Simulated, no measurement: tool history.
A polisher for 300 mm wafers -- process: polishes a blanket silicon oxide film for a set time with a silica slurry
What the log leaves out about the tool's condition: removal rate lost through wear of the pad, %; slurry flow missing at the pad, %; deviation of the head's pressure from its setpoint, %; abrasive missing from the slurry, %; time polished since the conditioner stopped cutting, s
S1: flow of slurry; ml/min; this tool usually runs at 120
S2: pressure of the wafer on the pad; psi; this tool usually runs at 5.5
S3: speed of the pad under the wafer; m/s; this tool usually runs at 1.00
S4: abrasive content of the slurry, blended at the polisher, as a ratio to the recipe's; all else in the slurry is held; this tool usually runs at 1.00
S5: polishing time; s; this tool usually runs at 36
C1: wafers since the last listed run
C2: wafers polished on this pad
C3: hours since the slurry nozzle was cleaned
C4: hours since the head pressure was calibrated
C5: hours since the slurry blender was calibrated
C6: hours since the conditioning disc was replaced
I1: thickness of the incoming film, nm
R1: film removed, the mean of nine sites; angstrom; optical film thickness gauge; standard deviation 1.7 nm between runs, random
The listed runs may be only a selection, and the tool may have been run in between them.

Run 1, hour 0.0: usual settings; C1 0; C2 1578; C3 323.2; C4 392.5; C5 348.2; C6 174.3; I1 994.3. Result: R1 1335 angstrom.
At hour 21.5: slurry blender recalibrated.
Run 2, hour 26.1: usual settings; C1 430; C2 2009; C3 349.3; C4 418.6; C5 4.6; C6 200.4; I1 995.6. Result: R1 1329 angstrom.
Run 3, hour 46.6: usual settings; C1 366; C2 2375; C3 369.8; C4 439.1; C5 25.1; C6 220.9; I1 999.2. Result: R1 1316 angstrom.
At hour 81.3: worn pad replaced by a new one.
Run 4, hour 81.8: usual settings but S1 110 ml/min; C1 557; C2 9; C3 405.0; C4 474.3; C5 60.3; C6 256.1; I1 1001.3. Result: R1 1310 angstrom.
Run 5, hour 106.8: usual settings but S5 30 s; C1 446; C2 456; C3 430.0; C4 499.3; C5 85.3; C6 281.1; I1 998.3. Result: R1 1074 angstrom.
Run 6, hour 136.5: usual settings but S5 30 s; C1 530; C2 986; C3 459.7; C4 529.0; C5 115.0; C6 310.8; I1 991.6. Result: R1 1111 angstrom.
At hour 154.9: conditioning disc replaced and pad reconditioned.
Run 7, hour 160.9: usual settings but S1 135 ml/min; C1 400; C2 1386; C3 484.1; C4 553.4; C5 139.4; C6 6.0; I1 1013.9. Result: R1 1336 angstrom.
Run 8, hour 172.9: usual settings but S1 135 ml/min; C1 214; C2 1601; C3 496.1; C4 565.4; C5 151.4; C6 18.0; I1 988.9. Result: R1 1366 angstrom.
At hour 193.6: head pressure recalibrated.
Run 9, hour 197.8: usual settings; C1 409; C2 2010; C3 521.0; C4 4.2; C5 176.3; C6 42.9; I1 1013.0. Result: R1 1533 angstrom.
Run 10, hour 230.9: usual settings but S2 5.0 psi, S4 0.80, S5 28 s; C1 591; C2 2601; C3 554.1; C4 37.3; C5 209.4; C6 76.0; I1 988.1. Result: R1 970 angstrom.
Run 11, hour 255.5: usual settings but S2 6.4 psi; C1 439; C2 3041; C3 578.7; C4 61.9; C5 234.0; C6 100.6; I1 986.9. Result: R1 1727 angstrom.
At hour 268.4: worn pad replaced by a new one.
Run 12, hour 271.5: usual settings but S2 7.0 psi; C1 214; C2 55; C3 594.7; C4 77.9; C5 250.0; C6 116.6; I1 996.0. Result: R1 1881 angstrom.
Run 13, hour 298.9: usual settings but S1 95 ml/min, S2 6.7 psi; C1 489; C2 544; C3 622.1; C4 105.3; C5 277.4; C6 144.0; I1 1001.1. Result: R1 1695 angstrom.
Run 14, hour 330.8: usual settings but S3 0.78 m/s, S4 1.15; C1 569; C2 1114; C3 654.0; C4 137.2; C5 309.3; C6 175.9; I1 999.0. Result: R1 1231 angstrom.
Run 15, hour 358.6: usual settings; C1 496; C2 1611; C3 681.8; C4 165.0; C5 337.1; C6 203.7; I1 1014.1. Result: R1 1415 angstrom.
At hour 364.4: slurry nozzle cleaned.
Run 16, hour 373.5: usual settings; C1 248; C2 1859; C3 9.1; C4 179.9; C5 352.0; C6 218.6; I1 991.1. Result: R1 1456 angstrom.
Run 17, hour 409.4: usual settings; C1 641; C2 2500; C3 45.0; C4 215.8; C5 387.9; C6 254.5; I1 1001.4. Result: R1 1412 angstrom.
At hour 426.4: slurry blender recalibrated.
Run 18, hour 443.4: usual settings but S1 140 ml/min, S2 6.4 psi, S3 0.90 m/s; C1 571; C2 3072; C3 79.0; C4 249.8; C5 17.0; C6 288.5; I1 996.1. Result: R1 1528 angstrom.
At hour 468.6: worn pad replaced by a new one.
Run 19, hour 469.1: usual settings; C1 387; C2 8; C3 104.7; C4 275.5; C5 42.7; C6 314.2; I1 1001.2. Result: R1 1415 angstrom.
Run 20, hour 496.9: usual settings but S1 100 ml/min, S2 4.1 psi; C1 496; C2 505; C3 132.5; C4 303.3; C5 70.5; C6 342.0; I1 996.0. Result: R1 998 angstrom.
At hour 508.8: conditioning disc replaced and pad reconditioned.
Run 21, hour 510.1: usual settings; C1 200; C2 705; C3 145.7; C4 316.5; C5 83.7; C6 1.3; I1 991.8. Result: R1 1376 angstrom.
Run 22, hour 545.6: usual settings but S1 160 ml/min, S3 1.34 m/s, S5 26 s; C1 634; C2 1339; C3 181.2; C4 352.0; C5 119.2; C6 36.8; I1 1001.6. Result: R1 1323 angstrom.
Run 23, hour 577.0: usual settings but S2 6.8 psi, S4 1.30, S5 30 s; C1 560; C2 1900; C3 212.6; C4 383.4; C5 150.6; C6 68.2; I1 994.5. Result: R1 1535 angstrom.
Run 24, hour 610.6: usual settings but S1 160 ml/min, S3 1.34 m/s, S5 26 s; C1 600; C2 2500; C3 246.2; C4 417.0; C5 184.2; C6 101.8; I1 1010.8. Result: R1 1299 angstrom.
Run 25, hour 637.4: usual settings but S1 85 ml/min, S4 1.30; C1 478; C2 2979; C3 273.0; C4 443.8; C5 211.0; C6 128.6; I1 1019.2. Result: R1 1432 angstrom.

5 options for the next run, each taken on its own from the tool as it stands now. Forecast them:
Run A, hour 637.8: usual settings but S3 1.30 m/s; C1 7; C2 2986; C3 273.4; C4 444.2; C5 211.4; C6 129.0; I1 1005.4. Result: R1 ?.
Run B, hour 637.8: usual settings but S1 135 ml/min, S3 0.64 m/s; C1 7; C2 2986; C3 273.4; C4 444.2; C5 211.4; C6 129.0; I1 1005.4. Result: R1 ?.
Run C, hour 637.8: usual settings but S2 3.7 psi; C1 7; C2 2986; C3 273.4; C4 444.2; C5 211.4; C6 129.0; I1 1005.4. Result: R1 ?.
Run D, hour 637.8: usual settings but S2 4.4 psi, S3 0.80 m/s, S5 43 s; C1 7; C2 2986; C3 273.4; C4 444.2; C5 211.4; C6 129.0; I1 1005.4. Result: R1 ?.
Run E, hour 637.8: usual settings but S2 6.1 psi, S3 0.70 m/s, S4 1.25, S5 46 s; C1 7; C2 2986; C3 273.4; C4 444.2; C5 211.4; C6 129.0; I1 1005.4. Result: R1 ?.

run    R1
  A  1687
  B   974
  C   920
  D  1093
  E  1575
What these runs would have given with no unlogged condition in the tool:
run    R1
  A  1844
  B  1065
  C  1006
  D  1195
  E  1721
